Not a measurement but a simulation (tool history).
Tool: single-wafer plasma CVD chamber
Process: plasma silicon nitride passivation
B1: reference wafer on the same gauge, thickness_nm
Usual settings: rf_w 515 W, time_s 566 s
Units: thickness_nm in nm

{"run": 1, "day": 0.0, "rf_w": 460, "time_s": 484, "B1": 1030.63, "thickness_nm": 706.23}
{"run": 2, "day": 3.812, "rf_w": 515, "time_s": 566, "B1": 1029.313, "thickness_nm": 858.816}
{"run": 3, "day": 7.75, "rf_w": 515, "time_s": 566, "B1": 1030.114, "thickness_nm": 861.056}
{"run": 4, "day": 9.8, "rf_w": 515, "time_s": 566, "B1": 1028.377, "thickness_nm": 859.868}
{"run": 5, "day": 12.104, "rf_w": 515, "time_s": 566, "B1": 1030.511, "thickness_nm": 859.011}
{"run": 6, "day": 13.992, "rf_w": 515, "time_s": 566, "B1": 1029.936, "thickness_nm": 863.33}
{"run": 7, "day": 17.858, "rf_w": 515, "time_s": 566, "B1": 1031.041, "thickness_nm": 855.922}
{"run": 8, "day": 21.812, "rf_w": 515, "time_s": 566, "B1": 1029.843, "thickness_nm": 861.519}
{"day": 27.446, "done": "RF generator calibrated"}
{"run": 9, "day": 27.467, "rf_w": 515, "time_s": 566, "B1": 1031.086, "thickness_nm": 858.103}
{"run": 10, "day": 30.925, "rf_w": 515, "time_s": 566, "B1": 1029.295, "thickness_nm": 859.754}
{"day": 33.375, "done": "showerhead replaced"}
{"run": 11, "day": 33.396, "rf_w": 515, "time_s": 566, "B1": 1029.226, "thickness_nm": 862.383}
{"day": 38.258, "done": "gauge calibrated"}
{"run": 12, "day": 42.617, "rf_w": 515, "time_s": 566, "B1": 1031.656, "thickness_nm": 857.949}
{"run": 13, "day": 46.267, "rf_w": 425, "time_s": 461, "B1": 1030.514, "thickness_nm": 645.903}
{"run": 14, "day": 59.038, "rf_w": 515, "time_s": 476, "B1": 1029.519, "thickness_nm": 725.986}
{"run": 15, "day": 61.142, "rf_w": 615, "time_s": 566, "B1": 1031.671, "thickness_nm": 922.376}
{"run": 16, "day": 65.592, "rf_w": 420, "time_s": 604, "B1": 1029.122, "thickness_nm": 843.149}
{"run": 17, "day": 68.025, "rf_w": 490, "time_s": 646, "B1": 1029.623, "thickness_nm": 964.266}
{"run": 18, "day": 70.296, "rf_w": 415, "time_s": 566, "B1": 1030.879, "thickness_nm": 784.59}
{"run": 19, "day": 71.796, "rf_w": 445, "time_s": 566, "B1": 1031.776, "thickness_nm": 812.926}
{"run": 20, "day": 74.154, "rf_w": 575, "time_s": 566, "B1": 1030.829, "thickness_nm": 902.781}
{"run": 21, "day": 77.371, "rf_w": 515, "time_s": 566, "B1": 1029.884, "thickness_nm": 858.927}
{"run": 22, "day": 81.642, "rf_w": 515, "time_s": 566, "B1": 1029.208, "thickness_nm": 866.367}
{"run": 23, "day": 83.929, "rf_w": 605, "time_s": 613, "B1": 1029.164, "thickness_nm": 987.287}
{"run": 24, "day": 85.921, "rf_w": 580, "time_s": 480, "B1": 1031.193, "thickness_nm": 760.042}
{"run": 25, "day": 89.938, "rf_w": 515, "time_s": 510, "B1": 1029.53, "thickness_nm": 777.964}

Forecast each of these 3 alternatives for the next run:
{"run": "A", "day": 89.962, "rf_w": 515, "time_s": 566, "B1": "?", "thickness_nm": "?"}
{"run": "B", "day": 89.962, "rf_w": 610, "time_s": 464, "B1": "?", "thickness_nm": "?"}
{"run": "C", "day": 89.962, "rf_w": 515, "time_s": 481, "B1": "?", "thickness_nm": "?"}

run=A B1=1030.049 thickness_nm=856.106
run=B B1=1030.049 thickness_nm=748.585
run=C B1=1030.049 thickness_nm=727.539
Without the tool's hidden state the same runs would have given:
run=A thickness_nm=856.106
run=B thickness_nm=748.585
run=C thickness_nm=727.539
